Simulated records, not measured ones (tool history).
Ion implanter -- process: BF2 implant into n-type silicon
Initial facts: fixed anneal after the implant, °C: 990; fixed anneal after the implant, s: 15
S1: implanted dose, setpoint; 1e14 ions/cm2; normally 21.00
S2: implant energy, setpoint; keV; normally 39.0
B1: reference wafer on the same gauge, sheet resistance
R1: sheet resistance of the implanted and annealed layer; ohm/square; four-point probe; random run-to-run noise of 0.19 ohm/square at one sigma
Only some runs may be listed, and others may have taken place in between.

run	hour	S1	S2	B1	R1
1	0.0	21.00	39.0	101.01	116.06
2	19.7	21.00	39.0	101.04	115.69
3	94.8	21.00	39.0	101.00	115.37
4	125.6	21.00	39.0	101.02	115.09
5	157.3	21.00	39.0	100.99	115.18
6	185.9	21.00	39.0	100.98	115.07
7	198.6	21.00	39.0	101.02	115.71
8	223.8	21.00	39.0	101.10	115.57
9	239.8	21.00	39.0	101.00	115.13
10	273.7	21.00	39.0	100.99	115.63
11	306.7	21.00	39.0	100.95	114.98
# hour 321.3: extraction supply calibrated
12	342.2	21.00	39.0	101.07	117.72
# hour 368.6: gauge calibrated
13	378.1	21.00	39.0	100.89	117.65
14	410.6	21.00	50.0	100.95	101.80
15	427.1	18.33	39.0	100.97	119.82
16	458.1	23.03	26.0	101.02	146.69
# hour 475.3: Faraday cup replaced and dose calibrated
17	475.8	21.00	39.0	101.04	117.85
18	504.1	26.22	34.0	100.96	125.01
19	529.7	21.00	39.0	100.94	117.81
20	564.5	14.87	52.5	100.98	105.26
21	595.2	15.42	45.5	101.08	112.48
22	613.1	21.00	39.0	101.02	117.74
23	648.5	18.33	39.0	100.96	119.38
24	672.0	23.64	44.0	101.03	108.58
25	695.4	21.00	39.0	100.99	117.65
26	714.2	18.82	47.0	101.05	106.59
27	729.7	23.26	47.5	100.95	104.06
28	762.0	21.00	39.0	101.02	117.51
29	780.2	16.55	46.5	101.05	109.90
30	814.4	14.87	52.5	100.97	105.13
31	831.3	25.95	28.5	100.98	137.86
32	853.6	21.00	39.0	100.94	117.69
33	883.6	21.00	27.5	100.93	142.94
34	918.0	26.66	27.5	100.99	140.29
35	1009.6	16.19	50.0	100.99	105.87
36	1044.7	23.23	39.0	101.02	116.34

Consider 5 possible next runs. They are alternatives, not a sequence: every one starts from the tool as it was left by run 36. What does each give?
A	1045.1	21.00	31.0	?	?
B	1045.1	21.00	25.5	?	?
C	1045.1	15.93	39.0	?	?
D	1045.1	19.28	31.0	?	?
E	1045.1	15.60	51.5	?	?

run	B1	R1
A	100.99	134.26
B	100.99	149.48
C	100.99	122.04
D	100.99	135.42
E	100.99	105.24
With the hidden condition removed and each run's random variation left untouched, the same runs would have given:
run	R1
A	134.70
B	149.97
C	122.45
D	135.87
E	105.58
